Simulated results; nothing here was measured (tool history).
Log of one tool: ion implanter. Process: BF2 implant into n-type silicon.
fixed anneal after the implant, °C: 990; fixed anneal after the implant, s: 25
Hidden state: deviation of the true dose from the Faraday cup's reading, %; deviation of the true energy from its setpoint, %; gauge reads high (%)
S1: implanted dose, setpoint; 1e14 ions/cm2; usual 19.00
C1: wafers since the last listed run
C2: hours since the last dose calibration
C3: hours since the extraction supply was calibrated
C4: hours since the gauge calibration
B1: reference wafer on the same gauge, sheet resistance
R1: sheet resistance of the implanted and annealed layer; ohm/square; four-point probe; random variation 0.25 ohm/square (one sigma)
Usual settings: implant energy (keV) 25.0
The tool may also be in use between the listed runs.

Run 1, day 0.000: usual settings; C1 0; C2 1435.9; C3 3515.9; C4 755.7; B1 179.00. Result: R1 166.03 ohm/square.
Run 2, day 4.083: usual settings; C1 2265; C2 1533.9; C3 3613.9; C4 853.7; B1 178.98. Result: R1 166.12 ohm/square.
Run 3, day 7.925: usual settings; C1 2131; C2 1626.1; C3 3706.1; C4 945.9; B1 179.00. Result: R1 166.12 ohm/square.
Run 4, day 11.917: usual settings; C1 2214; C2 1721.9; C3 3801.9; C4 1041.7; B1 178.94. Result: R1 165.69 ohm/square.
Run 5, day 15.542: usual settings; C1 2011; C2 1808.9; C3 3888.9; C4 1128.7; B1 179.07. Result: R1 166.27 ohm/square.
Run 6, day 18.167: usual settings but S1 23.29 1e14 ions/cm2, implant energy (keV) 21.0; C1 1456; C2 1871.9; C3 3951.9; C4 1191.7; B1 179.03. Result: R1 177.02 ohm/square.
Run 7, day 22.646: usual settings but S1 23.29 1e14 ions/cm2, implant energy (keV) 21.0; C1 2484; C2 1979.4; C3 4059.4; C4 1299.2; B1 179.00. Result: R1 177.07 ohm/square.
At day 23.854: Faraday cup replaced and dose calibrated.
Run 8, day 24.583: usual settings but S1 21.84 1e14 ions/cm2, implant energy (keV) 22.0; C1 889; C2 17.5; C3 4105.9; C4 1345.7; B1 179.02. Result: R1 173.77 ohm/square.
Run 9, day 26.242: usual settings but S1 21.84 1e14 ions/cm2, implant energy (keV) 22.0; C1 920; C2 57.3; C3 4145.7; C4 1385.5; B1 179.03. Result: R1 173.80 ohm/square.
Run 10, day 30.504: usual settings but S1 21.84 1e14 ions/cm2, implant energy (keV) 22.0; C1 2364; C2 159.6; C3 4248.0; C4 1487.8; B1 179.03. Result: R1 173.86 ohm/square.
Run 11, day 33.129: usual settings but S1 23.17 1e14 ions/cm2; C1 1456; C2 222.6; C3 4311.0; C4 1550.8; B1 179.03. Result: R1 162.84 ohm/square.
Run 12, day 36.058: usual settings but S1 24.45 1e14 ions/cm2, implant energy (keV) 20.5; C1 1625; C2 292.9; C3 4381.3; C4 1621.1; B1 178.98. Result: R1 178.09 ohm/square.
Run 13, day 37.675: usual settings; C1 896; C2 331.7; C3 4420.1; C4 1659.9; B1 178.97. Result: R1 165.53 ohm/square.

Run 14 comes next. What will it give?
At day 39.112: extraction supply calibrated.
Run 14, day 40.179: usual settings but S1 21.65 1e14 ions/cm2, implant energy (keV) 28.0; C1 1204; C2 391.8; C3 25.6; C4 1720.0; B1 ?. Result: R1 ?.

Run 14 gave B1 178.98, R1 157.21 ohm/square.
Without the tool's hidden state the same run would have given R1 157.05 ohm/square.
